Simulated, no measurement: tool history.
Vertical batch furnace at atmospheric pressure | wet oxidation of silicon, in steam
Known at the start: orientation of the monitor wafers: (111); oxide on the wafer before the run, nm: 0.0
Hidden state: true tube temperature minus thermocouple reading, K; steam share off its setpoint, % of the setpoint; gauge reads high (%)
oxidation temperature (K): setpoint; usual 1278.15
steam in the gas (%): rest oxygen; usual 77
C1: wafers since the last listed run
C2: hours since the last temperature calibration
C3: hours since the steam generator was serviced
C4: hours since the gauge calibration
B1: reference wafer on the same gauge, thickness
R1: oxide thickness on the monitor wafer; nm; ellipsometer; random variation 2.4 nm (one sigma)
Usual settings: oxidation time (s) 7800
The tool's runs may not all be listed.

{"run": 1, "day": 0.0, "oxidation temperature (K)": 1278.15, "oxidation time (s)": 7800, "steam in the gas (%)": 84, "C1": 0, "C2": 442.0, "C3": 2567.2, "C4": 572.2, "B1": 603.74, "R1": 690.07}
{"run": 2, "day": 2.892, "oxidation temperature (K)": 1278.15, "oxidation time (s)": 7800, "steam in the gas (%)": 84, "C1": 459, "C2": 511.4, "C3": 2636.6, "C4": 641.6, "B1": 602.18, "R1": 686.97}
{"run": 3, "day": 7.35, "oxidation temperature (K)": 1278.15, "oxidation time (s)": 7800, "steam in the gas (%)": 84, "C1": 708, "C2": 618.4, "C3": 2743.6, "C4": 748.6, "B1": 600.44, "R1": 683.06}
{"run": 4, "day": 10.229, "oxidation temperature (K)": 1278.15, "oxidation time (s)": 7800, "steam in the gas (%)": 80, "C1": 457, "C2": 687.5, "C3": 2812.7, "C4": 817.7, "B1": 598.62, "R1": 660.88}
{"run": 5, "day": 13.95, "oxidation temperature (K)": 1278.15, "oxidation time (s)": 7800, "steam in the gas (%)": 77, "C1": 590, "C2": 776.8, "C3": 2902.0, "C4": 907.0, "B1": 596.03, "R1": 645.35}
{"run": 6, "day": 15.821, "oxidation temperature (K)": 1278.15, "oxidation time (s)": 7800, "steam in the gas (%)": 77, "C1": 297, "C2": 821.7, "C3": 2946.9, "C4": 951.9, "B1": 594.32, "R1": 644.04}
{"run": 7, "day": 20.042, "oxidation temperature (K)": 1278.15, "oxidation time (s)": 7800, "steam in the gas (%)": 77, "C1": 670, "C2": 923.0, "C3": 3048.2, "C4": 1053.2, "B1": 591.47, "R1": 643.58}
{"run": 8, "day": 24.338, "oxidation temperature (K)": 1278.15, "oxidation time (s)": 7800, "steam in the gas (%)": 77, "C1": 682, "C2": 1026.1, "C3": 3151.3, "C4": 1156.3, "B1": 589.99, "R1": 638.53}
{"day": 26.525, "done": "gauge calibrated"}
{"run": 9, "day": 27.692, "oxidation temperature (K)": 1278.15, "oxidation time (s)": 7800, "steam in the gas (%)": 77, "C1": 532, "C2": 1106.6, "C3": 3231.8, "C4": 28.0, "B1": 618.99, "R1": 668.57}
{"run": 10, "day": 30.871, "oxidation temperature (K)": 1278.15, "oxidation time (s)": 7800, "steam in the gas (%)": 77, "C1": 504, "C2": 1182.9, "C3": 3308.1, "C4": 104.3, "B1": 615.84, "R1": 663.16}
{"run": 11, "day": 34.083, "oxidation temperature (K)": 1278.15, "oxidation time (s)": 7800, "steam in the gas (%)": 77, "C1": 510, "C2": 1260.0, "C3": 3385.2, "C4": 181.4, "B1": 613.68, "R1": 668.26}
{"run": 12, "day": 38.446, "oxidation temperature (K)": 1278.15, "oxidation time (s)": 7800, "steam in the gas (%)": 77, "C1": 692, "C2": 1364.7, "C3": 3489.9, "C4": 286.1, "B1": 612.09, "R1": 658.48}
{"run": 13, "day": 41.192, "oxidation temperature (K)": 1278.15, "oxidation time (s)": 7800, "steam in the gas (%)": 77, "C1": 436, "C2": 1430.6, "C3": 3555.8, "C4": 352.0, "B1": 609.61, "R1": 660.0}
{"run": 14, "day": 43.179, "oxidation temperature (K)": 1269.15, "oxidation time (s)": 5790, "steam in the gas (%)": 83, "C1": 315, "C2": 1478.3, "C3": 3603.5, "C4": 399.7, "B1": 608.12, "R1": 550.86}
{"run": 15, "day": 45.721, "oxidation temperature (K)": 1278.15, "oxidation time (s)": 6300, "steam in the gas (%)": 77, "C1": 403, "C2": 1539.3, "C3": 3664.5, "C4": 460.7, "B1": 607.3, "R1": 584.2}
{"run": 16, "day": 49.525, "oxidation temperature (K)": 1288.15, "oxidation time (s)": 4110, "steam in the gas (%)": 84, "C1": 604, "C2": 1630.6, "C3": 3755.8, "C4": 552.0, "B1": 605.22, "R1": 496.98}
{"run": 17, "day": 51.175, "oxidation temperature (K)": 1278.15, "oxidation time (s)": 9540, "steam in the gas (%)": 82, "C1": 262, "C2": 1670.2, "C3": 3795.4, "C4": 591.6, "B1": 603.71, "R1": 760.93}
{"day": 52.55, "done": "thermocouples replaced and temperature profile calibrated"}
{"run": 18, "day": 53.462, "oxidation temperature (K)": 1253.15, "oxidation time (s)": 10020, "steam in the gas (%)": 70, "C1": 204, "C2": 21.9, "C3": 3850.3, "C4": 646.5, "B1": 603.19, "R1": 631.84}
{"day": 55.712, "done": "steam generator serviced"}
{"run": 19, "day": 57.804, "oxidation temperature (K)": 1254.15, "oxidation time (s)": 11010, "steam in the gas (%)": 82, "C1": 530, "C2": 126.1, "C3": 50.2, "C4": 750.7, "B1": 600.17, "R1": 728.33}
{"run": 20, "day": 60.221, "oxidation temperature (K)": 1289.15, "oxidation time (s)": 11070, "steam in the gas (%)": 89, "C1": 383, "C2": 184.1, "C3": 108.2, "C4": 808.7, "B1": 599.16, "R1": 906.74}
{"run": 21, "day": 64.442, "oxidation temperature (K)": 1278.15, "oxidation time (s)": 6240, "steam in the gas (%)": 83, "C1": 670, "C2": 285.4, "C3": 209.5, "C4": 910.0, "B1": 595.77, "R1": 588.11}
{"run": 22, "day": 68.217, "oxidation temperature (K)": 1278.15, "oxidation time (s)": 7800, "steam in the gas (%)": 77, "C1": 599, "C2": 376.0, "C3": 300.1, "C4": 1000.6, "B1": 593.76, "R1": 641.76}
{"run": 23, "day": 70.646, "oxidation temperature (K)": 1269.15, "oxidation time (s)": 8790, "steam in the gas (%)": 73, "C1": 385, "C2": 434.3, "C3": 358.4, "C4": 1058.9, "B1": 592.0, "R1": 638.42}
{"run": 24, "day": 75.079, "oxidation temperature (K)": 1278.15, "oxidation time (s)": 7800, "steam in the gas (%)": 77, "C1": 704, "C2": 540.7, "C3": 464.8, "C4": 1165.3, "B1": 589.66, "R1": 639.57}

Forecast each of these 3 alternatives for the next run:
{"run": "A", "day": 75.354, "oxidation temperature (K)": 1293.15, "oxidation time (s)": 7800, "steam in the gas (%)": 77, "C1": 43, "C2": 547.3, "C3": 471.4, "C4": 1171.9, "B1": "?", "R1": "?"}
{"run": "B", "day": 75.354, "oxidation temperature (K)": 1263.15, "oxidation time (s)": 11220, "steam in the gas (%)": 88, "C1": 43, "C2": 547.3, "C3": 471.4, "C4": 1171.9, "B1": "?", "R1": "?"}
{"run": "C", "day": 75.354, "oxidation temperature (K)": 1286.15, "oxidation time (s)": 10410, "steam in the gas (%)": 77, "C1": 43, "C2": 547.3, "C3": 471.4, "C4": 1171.9, "B1": "?", "R1": "?"}

run=A B1=589.97 R1=686.77
run=B B1=589.97 R1=796.93
run=C B1=589.97 R1=784.71
Without the tool's hidden state the same runs would have given:
run=A R1=723.28
run=B R1=839.29
run=C R1=826.42

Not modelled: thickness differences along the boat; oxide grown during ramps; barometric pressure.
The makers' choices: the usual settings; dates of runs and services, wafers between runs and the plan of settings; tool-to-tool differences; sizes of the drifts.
